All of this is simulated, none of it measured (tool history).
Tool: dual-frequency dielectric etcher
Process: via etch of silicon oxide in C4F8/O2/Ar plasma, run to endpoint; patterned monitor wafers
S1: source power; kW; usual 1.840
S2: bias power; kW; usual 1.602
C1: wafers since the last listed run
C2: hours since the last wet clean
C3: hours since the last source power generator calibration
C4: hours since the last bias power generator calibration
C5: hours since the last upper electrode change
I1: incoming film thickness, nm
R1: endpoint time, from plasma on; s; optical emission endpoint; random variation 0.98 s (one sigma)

run 1 hour=0.0 | S1=1.840 S2=1.602 | C1=0 C2=320.7 C3=4102.2 C4=3115.3 C5=2061.7 | I1=1519.1 | R1=313.2
run 2 hour=6.1 | S1=1.840 S2=1.602 | C1=21 C2=326.8 C3=4108.3 C4=3121.4 C5=2067.8 | I1=1515.0 | R1=312.2
run 3 hour=14.3 | S1=1.840 S2=1.602 | C1=28 C2=335.0 C3=4116.5 C4=3129.6 C5=2076.0 | I1=1538.3 | R1=315.4
run 4 hour=22.0 | S1=1.840 S2=1.602 | C1=26 C2=342.7 C3=4124.2 C4=3137.3 C5=2083.7 | I1=1536.9 | R1=317.3
run 5 hour=38.7 | S1=1.840 S2=1.602 | C1=58 C2=359.4 C3=4140.9 C4=3154.0 C5=2100.4 | I1=1537.5 | R1=316.9
run 6 hour=45.2 | S1=1.840 S2=1.500 | C1=22 C2=365.9 C3=4147.4 C4=3160.5 C5=2106.9 | I1=1533.9 | R1=318.7
run 7 hour=52.6 | S1=1.840 S2=1.602 | C1=25 C2=373.3 C3=4154.8 C4=3167.9 C5=2114.3 | I1=1546.9 | R1=317.2
run 8 hour=68.9 | S1=1.840 S2=1.602 | C1=56 C2=389.6 C3=4171.1 C4=3184.2 C5=2130.6 | I1=1538.4 | R1=313.8
run 9 hour=83.2 | S1=1.840 S2=1.602 | C1=49 C2=403.9 C3=4185.4 C4=3198.5 C5=2144.9 | I1=1537.5 | R1=314.9
run 10 hour=94.2 | S1=1.840 S2=1.602 | C1=38 C2=414.9 C3=4196.4 C4=3209.5 C5=2155.9 | I1=1529.0 | R1=311.2
-- hour=123.0 upper electrode replaced
run 11 hour=123.5 | S1=1.840 S2=1.602 | C1=18 C2=444.2 C3=4225.7 C4=3238.8 C5=0.5 | I1=1542.7 | R1=314.8
run 12 hour=123.9 | S1=1.840 S2=1.804 | C1=1 C2=444.6 C3=4226.1 C4=3239.2 C5=0.9 | I1=1528.3 | R1=305.0
-- hour=149.1 wet clean of the chamber
run 13 hour=149.6 | S1=1.840 S2=1.602 | C1=5 C2=0.5 C3=4251.8 C4=3264.9 C5=26.6 | I1=1529.6 | R1=327.0
run 14 hour=150.0 | S1=1.590 S2=1.858 | C1=1 C2=0.9 C3=4252.2 C4=3265.3 C5=27.0 | I1=1539.5 | R1=339.8
run 15 hour=150.4 | S1=1.840 S2=1.602 | C1=1 C2=1.3 C3=4252.6 C4=3265.7 C5=27.4 | I1=1521.1 | R1=326.5
run 16 hour=155.8 | S1=1.980 S2=1.354 | C1=18 C2=6.7 C3=4258.0 C4=3271.1 C5=32.8 | I1=1540.3 | R1=327.9
run 17 hour=170.0 | S1=1.590 S2=1.477 | C1=49 C2=20.9 C3=4272.2 C4=3285.3 C5=47.0 | I1=1543.8 | R1=351.7
-- hour=179.1 source power generator calibrated
run 18 hour=180.9 | S1=2.070 S2=1.823 | C1=24 C2=31.8 C3=1.8 C4=3296.2 C5=57.9 | I1=1534.1 | R1=305.9
run 19 hour=198.2 | S1=2.140 S2=1.317 | C1=60 C2=49.1 C3=19.1 C4=3313.5 C5=75.2 | I1=1513.8 | R1=311.3
run 20 hour=205.5 | S1=1.840 S2=1.602 | C1=25 C2=56.4 C3=26.4 C4=3320.8 C5=82.5 | I1=1526.7 | R1=322.9
-- hour=225.4 bias power generator calibrated
run 21 hour=227.3 | S1=1.630 S2=1.770 | C1=62 C2=78.2 C3=48.2 C4=1.9 C5=104.3 | I1=1522.6 | R1=331.1
run 22 hour=243.5 | S1=1.840 S2=1.602 | C1=56 C2=94.4 C3=64.4 C4=18.1 C5=120.5 | I1=1537.4 | R1=325.5
run 23 hour=255.9 | S1=2.050 S2=1.939 | C1=43 C2=106.8 C3=76.8 C4=30.5 C5=132.9 | I1=1528.9 | R1=301.1
run 24 hour=266.6 | S1=2.200 S2=1.602 | C1=37 C2=117.5 C3=87.5 C4=41.2 C5=143.6 | I1=1530.4 | R1=302.4
run 25 hour=277.0 | S1=1.390 S2=1.450 | C1=36 C2=127.9 C3=97.9 C4=51.6 C5=154.0 | I1=1515.0 | R1=361.5
run 26 hour=292.4 | S1=1.840 S2=1.602 | C1=53 C2=143.3 C3=113.3 C4=67.0 C5=169.4 | I1=1531.7 | R1=323.6
run 27 hour=309.1 | S1=1.840 S2=1.602 | C1=58 C2=160.0 C3=130.0 C4=83.7 C5=186.1 | I1=1537.5 | R1=321.4

Forecast each of these 5 alternatives for the next run:
run A hour=309.6 | S1=1.840 S2=1.602 | C1=1 C2=160.5 C3=130.5 C4=84.2 C5=186.6 | I1=1528.3 | R1=?
run B hour=309.6 | S1=1.430 S2=1.883 | C1=1 C2=160.5 C3=130.5 C4=84.2 C5=186.6 | I1=1528.3 | R1=?
run C hour=309.6 | S1=2.140 S2=1.602 | C1=1 C2=160.5 C3=130.5 C4=84.2 C5=186.6 | I1=1528.3 | R1=?
run D hour=309.6 | S1=1.500 S2=1.602 | C1=1 C2=160.5 C3=130.5 C4=84.2 C5=186.6 | I1=1528.3 | R1=?
run E hour=309.6 | S1=1.470 S2=1.752 | C1=1 C2=160.5 C3=130.5 C4=84.2 C5=186.6 | I1=1528.3 | R1=?

run=A R1=321.1
run=B R1=342.9
run=C R1=303.2
run=D R1=346.5
run=E R1=343.8
Without the tool's hidden state the same runs would have given:
run=A R1=327.0
run=B R1=349.2
run=C R1=308.8
run=D R1=352.9
run=E R1=350.2
